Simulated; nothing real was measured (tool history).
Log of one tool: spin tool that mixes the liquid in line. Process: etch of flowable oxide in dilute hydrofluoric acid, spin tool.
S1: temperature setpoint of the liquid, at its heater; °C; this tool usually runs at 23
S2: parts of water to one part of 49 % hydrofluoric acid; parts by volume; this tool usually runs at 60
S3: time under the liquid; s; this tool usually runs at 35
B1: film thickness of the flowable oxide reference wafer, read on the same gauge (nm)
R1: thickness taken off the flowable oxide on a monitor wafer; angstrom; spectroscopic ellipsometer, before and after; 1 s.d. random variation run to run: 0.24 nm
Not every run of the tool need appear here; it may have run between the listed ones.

Run 1, hour 0: usual settings but S1 26.5 °C; B1 120.04. Result: R1 479 angstrom.
Run 2, hour 69.4: usual settings but S1 26.5 °C; B1 119.97. Result: R1 474.3 angstrom.
Run 3, hour 140.1: usual settings; B1 120.01. Result: R1 411.1 angstrom.
Run 4, hour 200.2: usual settings; B1 119.99. Result: R1 419 angstrom.
Run 5, hour 345.1: usual settings; B1 120.05. Result: R1 416.6 angstrom.
Run 6, hour 382.5: usual settings; B1 119.98. Result: R1 416.1 angstrom.
Run 7, hour 418.1: usual settings; B1 120.02. Result: R1 415.1 angstrom.
At hour 428.6: hydrofluoric acid flow meter replaced.
Run 8, hour 485.6: usual settings; B1 119.95. Result: R1 378.8 angstrom.
Run 9, hour 550.5: usual settings; B1 119.99. Result: R1 379.7 angstrom.
At hour 560.9: gauge calibrated.
Run 10, hour 597.8: usual settings but S1 20 °C, S2 40 parts by volume, S3 15 s; B1 119.99. Result: R1 220.8 angstrom.
At hour 648.4: thermometer replaced.
Run 11, hour 657.8: usual settings but S1 20.5 °C; B1 120.05. Result: R1 384.4 angstrom.
Run 12, hour 702.8: usual settings but S2 35 parts by volume, S3 25 s; B1 119.99. Result: R1 541.7 angstrom.
Run 13, hour 768.5: usual settings but S2 70 parts by volume, S3 20 s; B1 120.01. Result: R1 208.5 angstrom.
Run 14, hour 803.5: usual settings but S1 20 °C, S2 40 parts by volume; B1 120.01. Result: R1 586.2 angstrom.
Run 15, hour 853.1: usual settings but S3 30 s; B1 119.97. Result: R1 364.5 angstrom.
Run 16, hour 914.8: usual settings but S3 45 s; B1 120.04. Result: R1 555.3 angstrom.
Run 17, hour 985.3: usual settings; B1 119.96. Result: R1 428.1 angstrom.
Run 18, hour 1016.1: usual settings; B1 119.98. Result: R1 431.3 angstrom.

Predict each of these 3 candidate next runs independently; none follows another, all start after run 18:
Run A, hour 1016.5: usual settings but S2 70 parts by volume; B1 ?. Result: R1 ?.
Run B, hour 1016.5: usual settings but S1 20.5 °C, S2 80 parts by volume, S3 25 s; B1 ?. Result: R1 ?.
Run C, hour 1016.5: usual settings but S2 80 parts by volume, S3 55 s; B1 ?. Result: R1 ?.

run      B1     R1
  A  119.97  365.5
  B  119.97  203.6
  C  119.97  496.6
Without the tool's hidden state the same runs would have given:
run     R1
  A    361
  B  201.1
  C  490.2
